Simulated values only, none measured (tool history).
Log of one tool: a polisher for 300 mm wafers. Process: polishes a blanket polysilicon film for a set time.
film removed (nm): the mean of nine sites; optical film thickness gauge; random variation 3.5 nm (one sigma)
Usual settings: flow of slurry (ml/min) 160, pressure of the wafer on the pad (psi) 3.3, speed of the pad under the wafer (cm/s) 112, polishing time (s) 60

run,hour,flow of slurry (ml/min),pressure of the wafer on the pad (psi),speed of the pad under the wafer (cm/s),polishing time (s),wafers since the last listed run,wafers polished on this pad,hours since the slurry nozzle was cleaned,hours since the head pressure was calibrated,"incoming thickness of the incoming film, nm",film removed (nm)
1,0.0,160,3.3,94,55,0,13,318.8,99.8,1850.7,462.4
2,21.1,160,3.3,94,55,188,202,339.9,120.9,1831.8,458.3
3,41.5,160,3.3,94,55,181,384,360.3,141.3,1888.8,450.9
4,73.2,160,3.3,102,74,282,666,392.0,173.0,1825.6,628.7
5,107.5,160,3.3,102,74,305,972,426.3,207.3,1863.9,622.4
# hour 121.1: worn pad replaced by a new one
6,121.6,140,3.3,112,60,90,4,440.4,221.4,1867.5,550.6
7,147.1,140,3.3,112,60,227,232,465.9,246.9,1841.2,535.5
8,176.4,140,3.3,112,60,261,493,495.2,276.2,1849.6,534.2
9,193.6,160,3.3,112,74,153,646,512.4,293.4,1815.7,664.3
# hour 213.7: slurry nozzle cleaned
10,228.5,175,3.3,112,60,302,949,14.8,328.3,1854.1,562.7
11,242.4,175,3.3,112,60,123,1072,28.7,342.2,1876.7,549.5
# hour 246.5: worn pad replaced by a new one
12,258.8,175,3.3,112,60,110,109,45.1,358.6,1864.1,575.6
13,281.5,115,3.3,112,60,202,312,67.8,381.3,1864.8,523.2
14,312.9,160,4.1,112,60,279,592,99.2,412.7,1852.1,654.5
15,334.1,140,3.3,86,60,189,781,120.4,433.9,1859.5,451.3
# hour 339.7: head pressure recalibrated
16,356.9,160,3.3,112,60,185,966,143.2,17.2,1830.7,540.8
# hour 374.0: worn pad replaced by a new one
17,378.8,160,3.3,112,60,159,43,165.1,39.1,1830.3,564.6
18,406.9,160,4.3,112,60,250,293,193.2,67.2,1848.5,672.8
19,433.3,185,3.6,112,60,235,529,219.6,93.6,1873.2,604.9
20,446.0,120,3.3,112,65,113,642,232.3,106.3,1821.3,545.3
21,462.5,180,4.1,140,60,147,789,248.8,122.8,1840.3,750.3
22,498.2,160,2.4,112,79,318,1107,284.5,158.5,1821.6,562.2
# hour 519.7: worn pad replaced by a new one
23,527.9,160,3.3,112,60,229,73,314.2,188.2,1857.5,558.6
24,563.8,125,4.3,142,68,320,393,350.1,224.1,1870.2,843.9
25,582.4,160,3.3,80,72,165,559,368.7,242.7,1825.9,524.6
26,595.5,160,3.3,112,60,116,676,381.8,255.8,1854.0,540.1
27,609.4,160,3.3,98,78,123,799,395.7,269.7,1857.1,638.0
28,639.7,160,3.3,94,55,270,1070,426.0,300.0,1845.6,434.7
# hour 648.7: worn pad replaced by a new one
29,652.5,160,3.3,112,60,78,33,438.8,312.8,1839.4,559.4

The tool's hidden state at each run:
deviation of the head's pressure from its setpoint, %: 0 in every run
H1: removal rate lost through wear of the pad, %
H2: slurry flow missing at the pad, %
run,H1,H2
1,0.419,13.3
2,1.36,13.6
3,2.27,13.8
4,3.68,14.1
5,5.21,14.4
6,0.581,14.5
7,1.72,14.7
8,3.02,14.9
9,3.79,15
10,5.34,1.76
11,5.96,2.83
12,0.845,3.99
13,1.86,5.42
14,3.25,7.13
15,4.2,8.12
16,5.21,9.06
17,0.763,9.86
18,2.01,10.8
19,3.19,11.5
20,3.76,11.8
21,4.49,12.2
22,6.08,12.9
23,1.05,13.3
24,2.65,13.8
25,3.48,14
26,4.06,14.2
27,4.68,14.3
28,6.03,14.6
29,0.349,14.7

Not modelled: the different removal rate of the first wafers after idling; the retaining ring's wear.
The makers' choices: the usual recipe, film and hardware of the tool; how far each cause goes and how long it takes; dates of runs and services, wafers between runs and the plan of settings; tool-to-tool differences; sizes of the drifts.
